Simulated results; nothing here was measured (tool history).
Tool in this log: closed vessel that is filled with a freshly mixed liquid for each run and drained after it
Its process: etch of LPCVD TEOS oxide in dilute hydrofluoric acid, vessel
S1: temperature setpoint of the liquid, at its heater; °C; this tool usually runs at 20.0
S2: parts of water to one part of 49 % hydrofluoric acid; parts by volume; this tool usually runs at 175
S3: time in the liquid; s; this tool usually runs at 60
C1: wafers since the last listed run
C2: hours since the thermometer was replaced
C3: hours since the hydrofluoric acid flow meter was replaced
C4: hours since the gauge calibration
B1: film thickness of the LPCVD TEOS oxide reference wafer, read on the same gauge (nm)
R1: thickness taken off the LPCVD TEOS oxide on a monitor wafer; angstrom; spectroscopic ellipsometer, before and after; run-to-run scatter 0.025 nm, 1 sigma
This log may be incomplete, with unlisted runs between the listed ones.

Run 1, day 0.000: usual settings; C1 0; C2 829.9; C3 773.4; C4 130.8; B1 39.99. Result: R1 67.7 angstrom.
Run 2, day 0.904: usual settings; C1 1949; C2 851.6; C3 795.1; C4 152.5; B1 39.98. Result: R1 68.1 angstrom.
Run 3, day 2.217: usual settings but S3 50 s; C1 2830; C2 883.1; C3 826.6; C4 184.0; B1 40.00. Result: R1 56.8 angstrom.
Run 4, day 3.104: usual settings but S3 50 s; C1 1913; C2 904.4; C3 847.9; C4 205.3; B1 39.98. Result: R1 56.7 angstrom.
Run 5, day 3.638: usual settings; C1 1149; C2 917.2; C3 860.7; C4 218.1; B1 39.99. Result: R1 67.7 angstrom.
Run 6, day 4.679: usual settings; C1 2246; C2 942.2; C3 885.7; C4 243.1; B1 39.99. Result: R1 68.1 angstrom.
At day 6.083: thermometer replaced.
Run 7, day 6.138: usual settings but S1 22.5 °C, S2 125 parts by volume; C1 3054; C2 1.3; C3 920.7; C4 278.1; B1 40.00. Result: R1 110.3 angstrom.
Run 8, day 6.658: usual settings but S2 220 parts by volume, S3 30 s; C1 1123; C2 13.8; C3 933.2; C4 290.6; B1 40.00. Result: R1 25.8 angstrom.
Run 9, day 7.633: usual settings but S1 24.0 °C, S3 40 s; C1 2102; C2 37.2; C3 956.6; C4 314.0; B1 40.03. Result: R1 53.3 angstrom.
At day 7.758: gauge calibrated.
Run 10, day 8.317: usual settings but S1 24.5 °C, S2 220 parts by volume, S3 80 s; C1 1473; C2 53.6; C3 973.0; C4 13.4; B1 40.00. Result: R1 81.7 angstrom.
Run 11, day 9.138: usual settings; C1 1769; C2 73.3; C3 992.7; C4 33.1; B1 40.03. Result: R1 67.9 angstrom.
At day 9.504: hydrofluoric acid flow meter replaced.
Run 12, day 9.775: usual settings but S1 17.0 °C; C1 1284; C2 88.6; C3 6.5; C4 48.4; B1 40.01. Result: R1 60.5 angstrom.
Run 13, day 10.450: usual settings but S1 17.0 °C; C1 1455; C2 104.8; C3 22.7; C4 64.6; B1 39.97. Result: R1 60.4 angstrom.
Run 14, day 11.633: usual settings but S1 18.0 °C, S2 200 parts by volume; C1 2551; C2 133.2; C3 51.1; C4 93.0; B1 39.97. Result: R1 54.0 angstrom.
Run 15, day 12.704: usual settings but S1 22.0 °C, S2 235 parts by volume; C1 2308; C2 158.9; C3 76.8; C4 118.7; B1 40.01. Result: R1 51.6 angstrom.

Consider 5 possible next runs. They are alternatives, not a sequence: every one starts from the tool as it was left by run 15. What does each give?
Run A, day 12.733: usual settings; C1 62; C2 159.6; C3 77.5; C4 119.4; B1 ?. Result: R1 ?.
Run B, day 12.733: usual settings but S2 145 parts by volume, S3 50 s; C1 62; C2 159.6; C3 77.5; C4 119.4; B1 ?. Result: R1 ?.
Run C, day 12.733: usual settings but S1 24.0 °C, S2 115 parts by volume, S3 70 s; C1 62; C2 159.6; C3 77.5; C4 119.4; B1 ?. Result: R1 ?.
Run D, day 12.733: usual settings but S1 21.5 °C, S2 130 parts by volume; C1 62; C2 159.6; C3 77.5; C4 119.4; B1 ?. Result: R1 ?.
Run E, day 12.733: usual settings but S2 120 parts by volume; C1 62; C2 159.6; C3 77.5; C4 119.4; B1 ?. Result: R1 ?.

run     B1     R1
  A  39.96   68.0
  B  39.96   70.5
  C  39.96  150.7
  D  39.96  101.8
  E  39.96  105.0
Without the tool's unlogged condition, the same runs would have read:
run     R1
  A   68.0
  B   70.5
  C  150.7
  D  101.8
  E  105.0
